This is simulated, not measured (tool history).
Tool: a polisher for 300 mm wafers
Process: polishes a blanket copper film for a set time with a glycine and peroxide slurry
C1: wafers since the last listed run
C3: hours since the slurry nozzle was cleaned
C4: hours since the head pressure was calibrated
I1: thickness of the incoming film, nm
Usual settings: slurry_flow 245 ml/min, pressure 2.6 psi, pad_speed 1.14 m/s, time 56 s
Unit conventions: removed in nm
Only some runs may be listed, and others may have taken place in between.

run 1 day=0 | slurry_flow=245 pressure=2.6 pad_speed=1.14 time=56 | C1=0 wafers_polished_on_this_pad=1720 C3=190.3 C4=109.3 | I1=920.4 | removed=388
-- day=2.438 worn pad replaced by a new one
run 2 day=3.746 | slurry_flow=245 pressure=2.6 pad_speed=1.14 time=56 | C1=958 wafers_polished_on_this_pad=349 C3=280.2 C4=199.2 | I1=919.8 | removed=384.7
-- day=5.321 slurry nozzle cleaned
run 3 day=6.238 | slurry_flow=245 pressure=2.6 pad_speed=1.14 time=56 | C1=655 wafers_polished_on_this_pad=1005 C3=22 C4=259 | I1=912.6 | removed=381.1
run 4 day=10.108 | slurry_flow=290 pressure=2.6 pad_speed=1.14 time=56 | C1=1036 wafers_polished_on_this_pad=2041 C3=114.9 C4=351.9 | I1=917.7 | removed=393.8
-- day=10.492 worn pad replaced by a new one
run 5 day=13.275 | slurry_flow=245 pressure=2.6 pad_speed=1.14 time=56 | C1=803 wafers_polished_on_this_pad=744 C3=190.9 C4=427.9 | I1=916.2 | removed=388
-- day=14.167 head pressure recalibrated
run 6 day=14.958 | slurry_flow=245 pressure=2.6 pad_speed=1.14 time=56 | C1=428 wafers_polished_on_this_pad=1172 C3=231.3 C4=19 | I1=920.1 | removed=386.5
-- day=15.85 slurry nozzle cleaned
-- day=18.158 worn pad replaced by a new one
run 7 day=18.967 | slurry_flow=245 pressure=2.6 pad_speed=1.14 time=56 | C1=1017 wafers_polished_on_this_pad=216 C3=74.8 C4=115.2 | I1=922.4 | removed=386
run 8 day=20.929 | slurry_flow=295 pressure=2 pad_speed=0.94 time=67 | C1=525 wafers_polished_on_this_pad=742 C3=121.9 C4=162.3 | I1=934.4 | removed=351.7
run 9 day=23.983 | slurry_flow=305 pressure=2.6 pad_speed=1.14 time=41 | C1=817 wafers_polished_on_this_pad=1559 C3=195.2 C4=235.6 | I1=908.6 | removed=292.1
-- day=25.046 worn pad replaced by a new one
run 10 day=26.517 | slurry_flow=245 pressure=3.4 pad_speed=1.14 time=56 | C1=633 wafers_polished_on_this_pad=393 C3=256 C4=296.4 | I1=927 | removed=468.2
-- day=28.617 slurry nozzle cleaned
run 11 day=30.254 | slurry_flow=205 pressure=2.6 pad_speed=1.14 time=56 | C1=989 wafers_polished_on_this_pad=1382 C3=39.3 C4=386.1 | I1=919.9 | removed=380.7
-- day=31.546 head pressure recalibrated
-- day=33.554 worn pad replaced by a new one
run 12 day=34.362 | slurry_flow=245 pressure=2.1 pad_speed=0.82 time=42 | C1=1032 wafers_polished_on_this_pad=215 C3=137.9 C4=67.6 | I1=924.3 | removed=210.4
run 13 day=37.138 | slurry_flow=245 pressure=2.6 pad_speed=1.3 time=56 | C1=742 wafers_polished_on_this_pad=958 C3=204.5 C4=134.2 | I1=918.8 | removed=406.5
run 14 day=39.662 | slurry_flow=245 pressure=2.6 pad_speed=1.14 time=56 | C1=675 wafers_polished_on_this_pad=1634 C3=265.1 C4=194.8 | I1=914.4 | removed=376.7

The tool's hidden state at each run:
removal rate lost through wear of the pad, %: 0 in every run
slurry flow missing at the pad, %: 0 in every run
deviation of the head's pressure from its setpoint, %: 0 in every run
